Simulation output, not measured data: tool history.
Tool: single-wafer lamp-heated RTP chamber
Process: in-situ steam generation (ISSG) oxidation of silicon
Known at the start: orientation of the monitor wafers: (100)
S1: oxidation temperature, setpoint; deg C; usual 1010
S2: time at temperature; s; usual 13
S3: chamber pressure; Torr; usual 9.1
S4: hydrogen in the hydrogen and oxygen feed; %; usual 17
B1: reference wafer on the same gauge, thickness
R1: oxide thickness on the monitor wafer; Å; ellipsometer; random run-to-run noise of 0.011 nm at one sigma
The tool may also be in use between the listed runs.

{"run": 1, "hour": 0.0, "S1": 1003, "S2": 13, "S3": 9.1, "S4": 17, "B1": 4.605, "R1": 45.55}
{"run": 2, "hour": 53.8, "S1": 1010, "S2": 13, "S3": 9.1, "S4": 17, "B1": 4.604, "R1": 46.68}
{"run": 3, "hour": 144.7, "S1": 1010, "S2": 13, "S3": 9.1, "S4": 17, "B1": 4.602, "R1": 46.75}
{"hour": 175.5, "done": "gauge calibrated"}
{"run": 4, "hour": 212.5, "S1": 1010, "S2": 13, "S3": 9.1, "S4": 17, "B1": 4.693, "R1": 47.66}
{"hour": 221.4, "done": "pressure gauge zeroed"}
{"run": 5, "hour": 268.0, "S1": 1010, "S2": 13, "S3": 9.1, "S4": 17, "B1": 4.683, "R1": 47.43}
{"run": 6, "hour": 334.1, "S1": 1010, "S2": 13, "S3": 9.1, "S4": 17, "B1": 4.671, "R1": 47.35}
{"run": 7, "hour": 387.8, "S1": 1010, "S2": 13, "S3": 9.1, "S4": 17, "B1": 4.667, "R1": 47.48}
{"run": 8, "hour": 442.4, "S1": 1010, "S2": 13, "S3": 9.1, "S4": 17, "B1": 4.661, "R1": 47.53}
{"run": 9, "hour": 487.7, "S1": 996, "S2": 13, "S3": 10.2, "S4": 17, "B1": 4.652, "R1": 44.01}
{"run": 10, "hour": 513.5, "S1": 1010, "S2": 13, "S3": 9.1, "S4": 17, "B1": 4.648, "R1": 47.15}
{"run": 11, "hour": 559.8, "S1": 1016, "S2": 13, "S3": 9.1, "S4": 11, "B1": 4.647, "R1": 43.58}
{"run": 12, "hour": 599.8, "S1": 1000, "S2": 10, "S3": 8.4, "S4": 13, "B1": 4.645, "R1": 38.41}
{"hour": 636.4, "done": "hydrogen flow controller replaced"}
{"run": 13, "hour": 655.6, "S1": 996, "S2": 9, "S3": 9.1, "S4": 17, "B1": 4.64, "R1": 38.31}
{"run": 14, "hour": 785.2, "S1": 1010, "S2": 13, "S3": 9.1, "S4": 17, "B1": 4.631, "R1": 47.0}
{"hour": 826.4, "done": "pyrometer window cleaned and pyrometer calibrated"}
{"run": 15, "hour": 843.6, "S1": 995, "S2": 10, "S3": 8.7, "S4": 11, "B1": 4.629, "R1": 36.06}
{"run": 16, "hour": 906.0, "S1": 1010, "S2": 13, "S3": 9.1, "S4": 17, "B1": 4.623, "R1": 46.92}
{"run": 17, "hour": 949.2, "S1": 1010, "S2": 13, "S3": 9.1, "S4": 17, "B1": 4.624, "R1": 47.09}
{"run": 18, "hour": 993.9, "S1": 1010, "S2": 13, "S3": 8.0, "S4": 22, "B1": 4.622, "R1": 50.46}
{"run": 19, "hour": 1049.6, "S1": 1010, "S2": 13, "S3": 8.0, "S4": 22, "B1": 4.618, "R1": 50.3}
{"run": 20, "hour": 1079.2, "S1": 1022, "S2": 11, "S3": 10.2, "S4": 17, "B1": 4.621, "R1": 44.63}
{"run": 21, "hour": 1112.5, "S1": 1010, "S2": 10, "S3": 9.1, "S4": 11, "B1": 4.619, "R1": 37.74}
{"run": 22, "hour": 1147.4, "S1": 1010, "S2": 9, "S3": 9.1, "S4": 24, "B1": 4.617, "R1": 43.25}
{"run": 23, "hour": 1173.5, "S1": 1010, "S2": 16, "S3": 9.1, "S4": 11, "B1": 4.617, "R1": 46.89}
{"run": 24, "hour": 1220.1, "S1": 1001, "S2": 8, "S3": 8.7, "S4": 17, "B1": 4.616, "R1": 36.77}
{"run": 25, "hour": 1259.4, "S1": 1010, "S2": 13, "S3": 9.1, "S4": 17, "B1": 4.615, "R1": 46.77}
{"run": 26, "hour": 1290.1, "S1": 1010, "S2": 18, "S3": 8.5, "S4": 17, "B1": 4.615, "R1": 54.82}
{"run": 27, "hour": 1346.7, "S1": 1020, "S2": 11, "S3": 9.1, "S4": 13, "B1": 4.616, "R1": 42.41}
{"run": 28, "hour": 1379.5, "S1": 1010, "S2": 13, "S3": 9.1, "S4": 17, "B1": 4.611, "R1": 46.87}
{"run": 29, "hour": 1439.3, "S1": 1010, "S2": 13, "S3": 9.1, "S4": 11, "B1": 4.612, "R1": 42.51}
{"run": 30, "hour": 1481.3, "S1": 1010, "S2": 13, "S3": 9.1, "S4": 17, "B1": 4.611, "R1": 46.82}

Some steps in R1 between neighbouring runs. How much of each would the tool show without its hidden state too (settings, what came in, random variation), and how much is left for the hidden state, with any gauge scatter that isn't in both results?
What the log doesn't record here: true wafer temperature minus pyrometer reading, K; true pressure minus gauge reading, Torr; deviation of the hydrogen flow from its setpoint, %; gauge reads high (%).
Run 3 -> 4: gauge calibrated. R1 +0.91 Å: hidden state +0.87, all else +0.04.
Run 13 -> 14: S1 996 -> 1010, S2 9 -> 13. R1 +8.69 Å: hidden state -0.18, all else +8.87.
Run 14 -> 15: S1 1010 -> 995, S2 13 -> 10, S3 9.1 -> 8.7, S4 17 -> 11, pyrometer window cleaned and pyrometer calibrated. R1 -10.94 Å: hidden state +0.12, all else -11.06.
Run 15 -> 16: S1 995 -> 1010, S2 10 -> 13, S3 8.7 -> 9.1, S4 11 -> 17. R1 +10.86 Å: hidden state -0.17, all else +11.03.
Run 26 -> 27: S1 1010 -> 1020, S2 18 -> 11, S3 8.5 -> 9.1, S4 17 -> 13. R1 -12.41 Å: hidden state +0.20, all else -12.61.

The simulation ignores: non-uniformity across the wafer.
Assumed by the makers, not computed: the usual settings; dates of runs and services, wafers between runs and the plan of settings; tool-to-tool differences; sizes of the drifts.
